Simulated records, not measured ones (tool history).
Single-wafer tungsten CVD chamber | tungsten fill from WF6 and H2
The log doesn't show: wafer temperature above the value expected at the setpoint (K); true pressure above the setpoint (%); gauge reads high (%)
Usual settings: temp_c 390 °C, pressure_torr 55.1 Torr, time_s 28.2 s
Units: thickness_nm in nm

run,hour,temp_c,pressure_torr,time_s,wafers since the last listed run,hours since the last thermocouple change,hours since the last manometer calibration,hours since the showerhead was replaced,hours since the gauge calibration,"read-back reference wafer on the same gauge, thickness_nm",thickness_nm
1,0.0,390,55.1,28.2,0,1176.3,1704.0,2565.6,160.0,92.119,94.443
2,70.3,390,55.1,30.7,2085,1246.6,1774.3,2635.9,230.3,92.158,102.265
3,148.3,390,55.1,30.7,2314,1324.6,1852.3,2713.9,308.3,92.091,102.842
4,192.2,390,55.1,30.7,1302,1368.5,1896.2,2757.8,352.2,92.124,103.278
5,259.5,390,55.1,28.2,1996,1435.8,1963.5,2825.1,419.5,92.148,95.217
6,298.0,390,55.1,28.2,1142,1474.3,2002.0,2863.6,458.0,92.221,94.625
7,331.9,390,55.1,28.2,1005,1508.2,2035.9,2897.5,491.9,92.099,94.479
# hour 350.6: showerhead replaced
8,383.5,390,55.1,28.2,1293,1559.8,2087.5,32.9,543.5,92.063,94.810
9,426.7,390,55.1,28.2,1281,1603.0,2130.7,76.1,586.7,92.058,94.876
10,491.9,400,55.1,24.0,1934,1668.2,2195.9,141.3,651.9,92.059,98.923
# hour 622.2: capacitance manometer re-zeroed and calibrated
11,641.3,390,55.1,28.2,4195,1817.6,19.1,290.7,801.3,92.009,95.171
12,667.8,390,55.1,28.2,786,1844.1,45.6,317.2,827.8,92.249,94.018
# hour 674.3: gauge calibrated
# hour 694.9: thermocouple changed; heater temperature recalibrated
13,719.4,390,61.5,30.7,1293,24.5,97.2,368.8,45.1,92.195,102.693
14,759.3,402,51.4,28.2,1183,64.4,137.1,408.7,85.0,91.996,109.015
15,811.4,390,46.8,24.3,1545,116.5,189.2,460.8,137.1,92.084,68.961
16,859.9,390,55.1,28.2,1438,165.0,237.7,509.3,185.6,92.019,89.456
17,925.0,379,50.9,28.2,1931,230.1,302.8,574.4,250.7,92.033,66.859
18,983.3,390,43.5,31.7,1729,288.4,361.1,632.7,309.0,92.116,86.615

The same runs without the tool's hidden state, with the same run-to-run variation:
run,thickness_nm
1,88.713
2,95.936
3,96.355
4,96.701
5,89.073
6,88.478
7,88.307
8,88.567
9,88.590
10,92.752
11,88.712
12,87.621
13,102.770
14,108.569
15,68.230
16,88.037
17,65.258
18,84.243

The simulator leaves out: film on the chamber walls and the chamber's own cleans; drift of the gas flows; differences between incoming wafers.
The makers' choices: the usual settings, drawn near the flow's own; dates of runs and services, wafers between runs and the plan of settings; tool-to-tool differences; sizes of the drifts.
